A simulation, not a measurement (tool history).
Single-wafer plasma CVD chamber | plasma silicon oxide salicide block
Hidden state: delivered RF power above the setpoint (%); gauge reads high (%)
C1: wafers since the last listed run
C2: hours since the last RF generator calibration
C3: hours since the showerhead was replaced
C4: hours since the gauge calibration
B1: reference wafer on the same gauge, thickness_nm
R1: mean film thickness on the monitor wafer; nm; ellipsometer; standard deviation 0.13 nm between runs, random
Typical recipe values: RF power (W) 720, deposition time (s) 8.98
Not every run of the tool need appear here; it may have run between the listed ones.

Run 1, hour 0: usual settings; C1 0; C2 1927.9; C3 5430.6; C4 271.9; B1 79.822. Result: R1 87.321 nm.
Run 2, hour 56.6: usual settings but deposition time (s) 7.8; C1 2418; C2 1984.5; C3 5487.2; C4 328.5; B1 79.784. Result: R1 75.753 nm.
Run 3, hour 88: usual settings but deposition time (s) 9.4; C1 1341; C2 2015.9; C3 5518.6; C4 359.9; B1 79.798. Result: R1 91.486 nm.
At hour 99.8: gauge calibrated.
Run 4, hour 131.4: usual settings but deposition time (s) 9.4; C1 1854; C2 2059.3; C3 5562; C4 31.6; B1 79.819. Result: R1 91.57 nm.
Run 5, hour 166.6: usual settings but RF power (W) 610; C1 1503; C2 2094.5; C3 5597.2; C4 66.8; B1 79.786. Result: R1 82.944 nm.
Run 6, hour 225.4: usual settings; C1 2512; C2 2153.3; C3 5656; C4 125.6; B1 79.786. Result: R1 87.415 nm.
At hour 272.8: RF generator calibrated.
Run 7, hour 283.1: usual settings but RF power (W) 790; C1 2123; C2 10.3; C3 5713.7; C4 183.3; B1 79.834. Result: R1 91.654 nm.
Run 8, hour 318.5: usual settings but RF power (W) 810, deposition time (s) 8.2; C1 1512; C2 45.7; C3 5749.1; C4 218.7; B1 79.802. Result: R1 84.379 nm.
Run 9, hour 350.3: usual settings but RF power (W) 600; C1 1358; C2 77.5; C3 5780.9; C4 250.5; B1 79.812. Result: R1 84.385 nm.
Run 10, hour 419.1: usual settings; C1 2939; C2 146.3; C3 5849.7; C4 319.3; B1 79.805. Result: R1 89.015 nm.
At hour 427.3: gauge calibrated.
At hour 451.8: showerhead replaced.
Run 11, hour 453.4: usual settings but deposition time (s) 7.7; C1 1123; C2 180.6; C3 1.6; C4 26.1; B1 79.802. Result: R1 76.284 nm.
Run 12, hour 484.2: usual settings but deposition time (s) 10.46; C1 1315; C2 211.4; C3 32.4; C4 56.9; B1 79.801. Result: R1 103.559 nm.
Run 13, hour 541: usual settings but deposition time (s) 9.87; C1 2426; C2 268.2; C3 89.2; C4 113.7; B1 79.799. Result: R1 97.676 nm.
Run 14, hour 594.2: usual settings but RF power (W) 650, deposition time (s) 7.54; C1 2273; C2 321.4; C3 142.4; C4 166.9; B1 79.807. Result: R1 72.324 nm.
Run 15, hour 642: usual settings but RF power (W) 625, deposition time (s) 9.62; C1 2042; C2 369.2; C3 190.2; C4 214.7; B1 79.823. Result: R1 91.116 nm.

State the hidden condition of the tool at each of the runs:
gauge reads high (%): 0 at every run
H1: delivered RF power above the setpoint (%)
run       H1
  1    -6.25
  2    -6.43
  3    -6.53
  4    -6.67
  5    -6.78
  6    -6.96
  7  -0.0641
  8   -0.175
  9   -0.275
 10   -0.491
 11   -0.599
 12   -0.696
 13   -0.874
 14    -1.04
 15    -1.19
